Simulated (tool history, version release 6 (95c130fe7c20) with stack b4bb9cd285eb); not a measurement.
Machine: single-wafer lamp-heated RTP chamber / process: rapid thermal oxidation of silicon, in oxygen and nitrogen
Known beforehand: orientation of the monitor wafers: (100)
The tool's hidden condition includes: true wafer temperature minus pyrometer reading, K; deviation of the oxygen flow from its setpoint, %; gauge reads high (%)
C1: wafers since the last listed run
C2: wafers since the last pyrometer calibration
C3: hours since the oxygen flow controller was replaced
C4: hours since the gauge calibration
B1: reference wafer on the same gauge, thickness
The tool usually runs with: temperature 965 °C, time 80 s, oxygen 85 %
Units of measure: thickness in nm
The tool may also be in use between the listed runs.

run 1 hour=0.0 | temperature=974 time=80 oxygen=85 | C1=0 C2=452 C3=1439.4 C4=345.5 | B1=4.539 | thickness=4.955
run 2 hour=32.7 | temperature=965 time=80 oxygen=85 | C1=496 C2=949 C3=1472.1 C4=378.2 | B1=4.535 | thickness=4.684
run 3 hour=81.9 | temperature=965 time=80 oxygen=85 | C1=747 C2=1696 C3=1521.3 C4=427.4 | B1=4.538 | thickness=4.714
run 4 hour=140.2 | temperature=965 time=80 oxygen=85 | C1=885 C2=2581 C3=1579.6 C4=485.7 | B1=4.540 | thickness=4.723
run 5 hour=172.0 | temperature=965 time=80 oxygen=85 | C1=483 C2=3064 C3=1611.4 C4=517.5 | B1=4.544 | thickness=4.750
-- hour=194.6 pyrometer window cleaned and pyrometer calibrated
run 6 hour=198.3 | temperature=965 time=80 oxygen=85 | C1=277 C2=56 C3=1637.7 C4=543.8 | B1=4.541 | thickness=4.623
run 7 hour=354.6 | temperature=965 time=80 oxygen=85 | C1=2374 C2=2430 C3=1794.0 C4=700.1 | B1=4.536 | thickness=4.731
run 8 hour=384.0 | temperature=965 time=80 oxygen=85 | C1=446 C2=2876 C3=1823.4 C4=729.5 | B1=4.540 | thickness=4.762
run 9 hour=425.4 | temperature=965 time=80 oxygen=85 | C1=628 C2=3505 C3=1864.8 C4=770.9 | B1=4.538 | thickness=4.770
-- hour=470.5 pyrometer window cleaned and pyrometer calibrated
run 10 hour=471.0 | temperature=965 time=80 oxygen=85 | C1=571 C2=6 C3=1910.4 C4=816.5 | B1=4.540 | thickness=4.581
run 11 hour=518.0 | temperature=965 time=80 oxygen=85 | C1=713 C2=720 C3=1957.4 C4=863.5 | B1=4.542 | thickness=4.662
run 12 hour=556.6 | temperature=965 time=67 oxygen=85 | C1=586 C2=1307 C3=1996.0 C4=902.1 | B1=4.542 | thickness=4.329
run 13 hour=628.2 | temperature=965 time=80 oxygen=85 | C1=1087 C2=2394 C3=2067.6 C4=973.7 | B1=4.539 | thickness=4.699
run 14 hour=677.5 | temperature=937 time=54 oxygen=97 | C1=748 C2=3143 C3=2116.9 C4=1023.0 | B1=4.541 | thickness=3.431
-- hour=722.1 pyrometer window cleaned and pyrometer calibrated
run 15 hour=746.7 | temperature=985 time=80 oxygen=76 | C1=929 C2=373 C3=2186.1 C4=1092.2 | B1=4.540 | thickness=5.149
run 16 hour=812.5 | temperature=965 time=80 oxygen=85 | C1=999 C2=1372 C3=2251.9 C4=1158.0 | B1=4.539 | thickness=4.695
-- hour=820.1 gauge calibrated
run 17 hour=838.2 | temperature=965 time=80 oxygen=85 | C1=390 C2=1763 C3=2277.6 C4=18.1 | B1=4.538 | thickness=4.685
-- hour=859.2 oxygen flow controller replaced
run 18 hour=886.3 | temperature=965 time=80 oxygen=85 | C1=609 C2=2372 C3=27.1 C4=66.2 | B1=4.539 | thickness=4.708
run 19 hour=929.6 | temperature=965 time=80 oxygen=85 | C1=657 C2=3029 C3=70.4 C4=109.5 | B1=4.537 | thickness=4.743
-- hour=965.0 pyrometer window cleaned and pyrometer calibrated
run 20 hour=967.9 | temperature=981 time=80 oxygen=58 | C1=460 C2=43 C3=108.7 C4=147.8 | B1=4.543 | thickness=4.547
run 21 hour=1028.2 | temperature=965 time=80 oxygen=85 | C1=915 C2=959 C3=169.0 C4=208.1 | B1=4.536 | thickness=4.649
run 22 hour=1085.8 | temperature=984 time=101 oxygen=85 | C1=874 C2=1834 C3=226.6 C4=265.7 | B1=4.542 | thickness=6.035
run 23 hour=1126.4 | temperature=954 time=80 oxygen=98 | C1=616 C2=2451 C3=267.2 C4=306.3 | B1=4.537 | thickness=4.549
run 24 hour=1152.3 | temperature=965 time=41 oxygen=94 | C1=393 C2=2844 C3=293.1 C4=332.2 | B1=4.539 | thickness=3.703
run 25 hour=1218.2 | temperature=965 time=95 oxygen=85 | C1=1000 C2=3845 C3=359.0 C4=398.1 | B1=4.537 | thickness=5.079
-- hour=1245.2 pyrometer window cleaned and pyrometer calibrated
run 26 hour=1249.6 | temperature=965 time=115 oxygen=85 | C1=355 C2=66 C3=390.4 C4=429.5 | B1=4.536 | thickness=5.371

The logged runs with the hidden state left out (each run's random variation unchanged):
run=1 thickness=4.887
run=2 thickness=4.586
run=3 thickness=4.583
run=4 thickness=4.572
run=5 thickness=4.592
run=6 thickness=4.603
run=7 thickness=4.586
run=8 thickness=4.610
run=9 thickness=4.612
run=10 thickness=4.578
run=11 thickness=4.594
run=12 thickness=4.238
run=13 thickness=4.568
run=14 thickness=3.339
run=15 thickness=5.099
run=16 thickness=4.587
run=17 thickness=4.563
run=18 thickness=4.569
run=19 thickness=4.595
run=20 thickness=4.538
run=21 thickness=4.564
run=22 thickness=5.878
run=23 thickness=4.418
run=24 thickness=3.601
run=25 thickness=4.916
run=26 thickness=5.359

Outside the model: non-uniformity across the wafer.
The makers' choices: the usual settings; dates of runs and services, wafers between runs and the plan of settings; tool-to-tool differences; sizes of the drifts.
